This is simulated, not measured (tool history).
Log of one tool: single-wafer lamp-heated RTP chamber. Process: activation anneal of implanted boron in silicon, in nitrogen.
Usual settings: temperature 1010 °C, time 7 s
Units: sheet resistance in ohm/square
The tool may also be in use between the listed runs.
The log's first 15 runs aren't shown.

run    hour  temperature  time  read-back reference wafer on the same gauge, sheet resistance  sheet resistance
 16   826.2         1010     6                                                         101.01            111.72
 17   854.2         1018     5                                                         101.10            111.59
 18   898.0         1010     7                                                         101.01            112.03
 19   966.3         1002     7                                                         100.99            113.26
      994.5  -- pyrometer window cleaned and pyrometer calibrated
 20  1013.1         1010    10                                                         100.99            112.76
 21  1071.2         1020    10                                                         100.97            111.23
 22  1133.1          990    10                                                         101.05            118.55
 23  1161.7          983    10                                                         101.01            121.93
     1297.1  -- reflector plate cleaned
 24  1297.6          983     5                                                         100.91            123.68
 25  1351.6         1010     7                                                         100.96            112.61
     1357.0  -- gauge calibrated
 26  1420.6         1032     4                                                         100.98            110.18
 27  1464.9         1001     7                                                         101.01            114.58
 28  1514.0          999     5                                                         100.98            114.94
 29  1710.1         1022     6                                                         101.04            111.09
     1813.2  -- reflector plate cleaned
     1881.3  -- pyrometer window cleaned and pyrometer calibrated
 30  1881.8         1001    11                                                         100.96            114.91
 31  1924.6         1021    10                                                         101.04            111.21
 32  1952.7         1036     9                                                         100.97            109.61
 33  2012.1         1010     7                                                         100.99            113.41
 34  2058.5         1010     6                                                         101.08            112.85
 35  2122.8         1010     7                                                         100.99            112.23
 36  2148.8          984    10                                                         100.91            118.80
 37  2191.8         1010    11                                                         100.99            111.81
 38  2228.8         1010     4                                                         101.08            112.43

Forecast each of these 3 alternatives for the next run:
  A  2229.2         1028     7                                                              ?                 ?
  B  2229.2          986     4                                                              ?                 ?
  C  2229.2         1032     8                                                              ?                 ?

run  read-back reference wafer on the same gauge, sheet resistance  sheet resistance
  A                                                         100.98            110.64
  B                                                         100.98            120.67
  C                                                         100.98            110.37
Without the tool's hidden state the same runs would have given:
run  sheet resistance
  A            111.55
  B            126.98
  C            111.05

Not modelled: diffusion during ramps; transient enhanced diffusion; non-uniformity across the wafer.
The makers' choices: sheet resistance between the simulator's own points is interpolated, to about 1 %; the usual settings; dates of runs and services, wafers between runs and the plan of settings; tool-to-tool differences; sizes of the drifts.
